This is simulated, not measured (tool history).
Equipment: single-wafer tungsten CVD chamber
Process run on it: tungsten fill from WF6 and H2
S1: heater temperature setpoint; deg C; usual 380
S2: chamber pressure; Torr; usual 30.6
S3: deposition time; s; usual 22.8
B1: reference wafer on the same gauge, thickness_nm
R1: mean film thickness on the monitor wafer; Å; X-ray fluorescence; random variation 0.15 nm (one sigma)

run 1 hour=0 | S1=380 S2=30.6 S3=22.8 | B1=42.321 | R1=403.52
run 2 hour=21.5 | S1=380 S2=30.6 S3=22.8 | B1=42.311 | R1=403.71
run 3 hour=56.2 | S1=380 S2=30.6 S3=22.8 | B1=42.284 | R1=404.29
run 4 hour=88 | S1=375 S2=30.6 S3=22.8 | B1=42.321 | R1=363.95
run 5 hour=103.2 | S1=375 S2=30.6 S3=22.8 | B1=42.304 | R1=365.26
run 6 hour=131.5 | S1=373 S2=30.6 S3=22.8 | B1=42.254 | R1=350.6
run 7 hour=150.8 | S1=373 S2=30.6 S3=22.8 | B1=42.239 | R1=352.39
run 8 hour=180.2 | S1=388 S2=30.6 S3=22.8 | B1=42.254 | R1=465.65
run 9 hour=202.1 | S1=380 S2=30.6 S3=19.6 | B1=42.325 | R1=342.92
run 10 hour=220.9 | S1=380 S2=30.6 S3=19.6 | B1=42.285 | R1=345.26
run 11 hour=245.4 | S1=380 S2=30.6 S3=19.6 | B1=42.283 | R1=344.3
-- hour=256.1 gauge calibrated
run 12 hour=280.8 | S1=369 S2=30.6 S3=22.8 | B1=42.306 | R1=320.66
-- hour=295.2 showerhead replaced
-- hour=307.1 thermocouple changed; heater temperature recalibrated
run 13 hour=311.5 | S1=380 S2=30.6 S3=22.8 | B1=42.315 | R1=449.06
run 14 hour=339.4 | S1=380 S2=36.7 S3=20.3 | B1=42.267 | R1=433.68
-- hour=380.9 capacitance manometer re-zeroed and calibrated
run 15 hour=381.4 | S1=389 S2=34.3 S3=20.9 | B1=42.287 | R1=512.01

Run 16, settings as shown, results not yet in. Your forecast:
run 16 hour=393.3 | S1=380 S2=25.5 S3=21.5 | B1=? | R1=?

B1: 42.331
R1: 385.72 Å
On a tool with no hidden condition, and with the same random variation, this run would have come out at R1 388.08 Å.

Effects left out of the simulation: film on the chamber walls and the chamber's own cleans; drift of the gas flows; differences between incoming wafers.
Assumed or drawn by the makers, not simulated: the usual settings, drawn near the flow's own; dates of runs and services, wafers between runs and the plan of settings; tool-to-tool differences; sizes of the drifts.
